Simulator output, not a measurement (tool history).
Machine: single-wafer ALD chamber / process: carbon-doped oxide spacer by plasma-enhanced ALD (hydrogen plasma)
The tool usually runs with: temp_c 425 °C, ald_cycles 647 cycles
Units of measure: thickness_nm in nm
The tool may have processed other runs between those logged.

| run | hour | temp_c | ald_cycles | read-back reference wafer on the same gauge, thickness_nm | thickness_nm |
|---|---|---|---|---|---|
| 1 | 0 | 429 | 647 | 26.138 | 28.914 |
| 2 | 162.8 | 425 | 647 | 25.963 | 29.174 |
| 3 | 208.2 | 425 | 647 | 25.943 | 29.231 |
| 4 | 244.7 | 425 | 647 | 25.87 | 29.232 |
| 5 | 310.1 | 425 | 647 | 25.85 | 29.064 |
| 6 | 366 | 425 | 647 | 25.712 | 28.829 |
| 7 | 427.7 | 425 | 647 | 25.639 | 28.705 |
| 8 | 473.4 | 425 | 647 | 25.587 | 28.424 |
| 9 | 540.4 | 425 | 647 | 25.434 | 28.515 |
| 10 | 594 | 425 | 647 | 25.337 | 28.404 |
| 11 | 631.7 | 425 | 647 | 25.268 | 28.2 |
|  | 675.7 | gauge calibrated |
| 12 | 697.7 | 431 | 647 | 26.37 | 28.87 |
| 13 | 729.4 | 431 | 647 | 26.411 | 28.904 |
|  | 759.7 | thermocouple changed; heater temperature recalibrated |
| 14 | 764.6 | 431 | 647 | 26.339 | 28.746 |
| 15 | 790.2 | 425 | 647 | 26.375 | 29.512 |
| 16 | 861.4 | 434 | 599 | 26.338 | 26.478 |
| 17 | 906.5 | 431 | 685 | 26.258 | 30.774 |
| 18 | 934 | 436 | 745 | 26.316 | 32.744 |
| 19 | 962.8 | 425 | 701 | 26.283 | 31.991 |
| 20 | 1015.3 | 410 | 743 | 26.239 | 35.696 |
| 21 | 1074.3 | 438 | 526 | 26.208 | 22.897 |
| 22 | 1118.5 | 425 | 680 | 26.166 | 30.765 |
| 23 | 1168.6 | 437 | 519 | 26.089 | 22.401 |
| 24 | 1369.4 | 425 | 647 | 25.871 | 28.901 |
| 25 | 1411 | 425 | 647 | 25.857 | 28.93 |
| 26 | 1454.5 | 425 | 647 | 25.756 | 29.151 |
| 27 | 1500.5 | 425 | 647 | 25.663 | 28.828 |
| 28 | 1538.4 | 425 | 647 | 25.672 | 28.702 |
| 29 | 1602.5 | 411 | 693 | 25.551 | 32.47 |
| 30 | 1651.2 | 425 | 647 | 25.434 | 28.577 |

Branching from run 30: 3 alternative next runs. What would each branch give?
| A | 1652.6 | 425 | 647 | ? | ? |
| B | 1652.6 | 425 | 744 | ? | ? |
| C | 1652.6 | 435 | 566 | ? | ? |

| run | read-back reference wafer on the same gauge, thickness_nm | thickness_nm |
|---|---|---|
| A | 25.391 | 28.593 |
| B | 25.391 | 32.879 |
| C | 25.391 | 24.088 |
The same runs, with their run-to-run variation unchanged, on a tool lacking any hidden condition would have given:
| run | thickness_nm |
|---|---|
| A | 29.67 |
| B | 34.118 |
| C | 24.996 |
